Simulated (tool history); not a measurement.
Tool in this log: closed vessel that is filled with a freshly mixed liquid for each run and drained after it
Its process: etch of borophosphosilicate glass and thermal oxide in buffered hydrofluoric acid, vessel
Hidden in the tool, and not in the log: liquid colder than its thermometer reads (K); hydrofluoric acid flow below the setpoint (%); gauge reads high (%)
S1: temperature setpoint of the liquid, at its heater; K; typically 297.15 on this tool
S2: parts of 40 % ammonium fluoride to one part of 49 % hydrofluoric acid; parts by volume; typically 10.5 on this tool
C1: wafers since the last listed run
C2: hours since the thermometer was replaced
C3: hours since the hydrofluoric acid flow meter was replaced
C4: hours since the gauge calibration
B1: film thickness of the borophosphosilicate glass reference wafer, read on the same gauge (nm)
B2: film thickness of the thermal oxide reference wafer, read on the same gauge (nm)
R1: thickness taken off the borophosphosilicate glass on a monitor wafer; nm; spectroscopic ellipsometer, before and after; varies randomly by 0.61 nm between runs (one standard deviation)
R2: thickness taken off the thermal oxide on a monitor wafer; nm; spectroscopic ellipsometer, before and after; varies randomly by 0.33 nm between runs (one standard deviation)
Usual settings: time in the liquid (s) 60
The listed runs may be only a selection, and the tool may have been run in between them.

run 1 hour=0 | S1=297.15 S2=10.5 time_in_the_liquid_(s)=60 | C1=0 C2=484.6 C3=476.9 C4=1005.7 | B1=50.01 B2=150 | R1=72.94 R2=64.59
run 2 hour=75.4 | S1=297.15 S2=13.5 time_in_the_liquid_(s)=35 | C1=8706 C2=560 C3=552.3 C4=1081.1 | B1=49.98 B2=150.01 | R1=32.84 R2=29.44
run 3 hour=131.3 | S1=297.15 S2=13.5 time_in_the_liquid_(s)=35 | C1=6454 C2=615.9 C3=608.2 C4=1137 | B1=50.02 B2=149.99 | R1=33.05 R2=29.17
run 4 hour=341.6 | S1=297.15 S2=13.5 time_in_the_liquid_(s)=35 | C1=24283 C2=826.2 C3=818.5 C4=1347.3 | B1=50 B2=149.99 | R1=33.26 R2=29.17
run 5 hour=384.3 | S1=297.15 S2=10.5 time_in_the_liquid_(s)=60 | C1=4930 C2=868.9 C3=861.2 C4=1390 | B1=50 B2=150.01 | R1=73.91 R2=64.02
-- hour=452.6 thermometer replaced
run 6 hour=471.1 | S1=297.15 S2=10.5 time_in_the_liquid_(s)=60 | C1=9907 C2=18.5 C3=948 C4=1476.8 | B1=49.99 B2=150.02 | R1=73.43 R2=64.6
-- hour=473.7 gauge calibrated
run 7 hour=559.9 | S1=297.15 S2=10.5 time_in_the_liquid_(s)=60 | C1=10253 C2=107.3 C3=1036.8 C4=86.2 | B1=50.04 B2=149.99 | R1=73.48 R2=64.47
run 8 hour=604.2 | S1=297.15 S2=10.5 time_in_the_liquid_(s)=60 | C1=5115 C2=151.6 C3=1081.1 C4=130.5 | B1=49.99 B2=149.99 | R1=73.22 R2=64.01
run 9 hour=694.4 | S1=297.15 S2=10.5 time_in_the_liquid_(s)=85 | C1=10415 C2=241.8 C3=1171.3 C4=220.7 | B1=50 B2=149.97 | R1=102.12 R2=90.41
run 10 hour=795.1 | S1=297.15 S2=10.5 time_in_the_liquid_(s)=85 | C1=11628 C2=342.5 C3=1272 C4=321.4 | B1=50 B2=150.02 | R1=102.91 R2=90.41
run 11 hour=850.3 | S1=294.65 S2=9 time_in_the_liquid_(s)=75 | C1=6374 C2=397.7 C3=1327.2 C4=376.6 | B1=49.98 B2=150 | R1=89.55 R2=78.72
run 12 hour=914 | S1=297.15 S2=10.5 time_in_the_liquid_(s)=60 | C1=7355 C2=461.4 C3=1390.9 C4=440.3 | B1=50 B2=150 | R1=73.15 R2=64.34
run 13 hour=950.3 | S1=297.15 S2=7 time_in_the_liquid_(s)=80 | C1=4191 C2=497.7 C3=1427.2 C4=476.6 | B1=49.99 B2=150.01 | R1=143.86 R2=126.14
-- hour=1181.8 thermometer replaced
-- hour=1188.8 hydrofluoric acid flow meter replaced
run 14 hour=1242.8 | S1=297.15 S2=12.5 time_in_the_liquid_(s)=85 | C1=33544 C2=61 C3=54 C4=769.1 | B1=50.01 B2=150 | R1=86.85 R2=76.85
run 15 hour=1329.1 | S1=297.15 S2=10.5 time_in_the_liquid_(s)=85 | C1=9965 C2=147.3 C3=140.3 C4=855.4 | B1=49.96 B2=150 | R1=102.64 R2=90.72
run 16 hour=1445.6 | S1=298.65 S2=12.5 time_in_the_liquid_(s)=40 | C1=13452 C2=263.8 C3=256.8 C4=971.9 | B1=49.95 B2=150.01 | R1=44.03 R2=39.13
run 17 hour=1500.3 | S1=302.15 S2=8.5 time_in_the_liquid_(s)=85 | C1=6316 C2=318.5 C3=311.5 C4=1026.6 | B1=49.96 B2=150 | R1=161.5 R2=141.27
run 18 hour=1603.4 | S1=300.65 S2=7.5 time_in_the_liquid_(s)=90 | C1=11905 C2=421.6 C3=414.6 C4=1129.7 | B1=49.97 B2=150.01 | R1=181.87 R2=158.55
run 19 hour=1661.7 | S1=297.15 S2=10.5 time_in_the_liquid_(s)=60 | C1=6732 C2=479.9 C3=472.9 C4=1188 | B1=50 B2=149.99 | R1=72.78 R2=64.46
run 20 hour=1734.9 | S1=297.15 S2=7.5 time_in_the_liquid_(s)=60 | C1=8452 C2=553.1 C3=546.1 C4=1261.2 | B1=50.04 B2=150 | R1=98.65 R2=88.14
run 21 hour=1828.9 | S1=297.15 S2=11.5 time_in_the_liquid_(s)=60 | C1=10854 C2=647.1 C3=640.1 C4=1355.2 | B1=49.96 B2=150.01 | R1=66.34 R2=59.28
run 22 hour=1880.6 | S1=297.15 S2=14 time_in_the_liquid_(s)=60 | C1=5969 C2=698.8 C3=691.8 C4=1406.9 | B1=50.01 B2=149.98 | R1=55.24 R2=48.4
run 23 hour=1949.2 | S1=302.15 S2=10.5 time_in_the_liquid_(s)=35 | C1=7921 C2=767.4 C3=760.4 C4=1475.5 | B1=49.98 B2=150.01 | R1=55.57 R2=49.35

Estimate the outcome of run 24 from the log above:
run 24 hour=1999.9 | S1=300.65 S2=7 time_in_the_liquid_(s)=60 | C1=5854 C2=818.1 C3=811.1 C4=1526.2 | B1=? B2=? | R1=? R2=?

{"run 24": {"B1": 50.02, "B2": 150, "R1": 130.41, "R2": 113.82}}
On a tool with no hidden condition, and with the same random variation, this run would have come out at R1 130.41 nm, R2 113.82 nm.
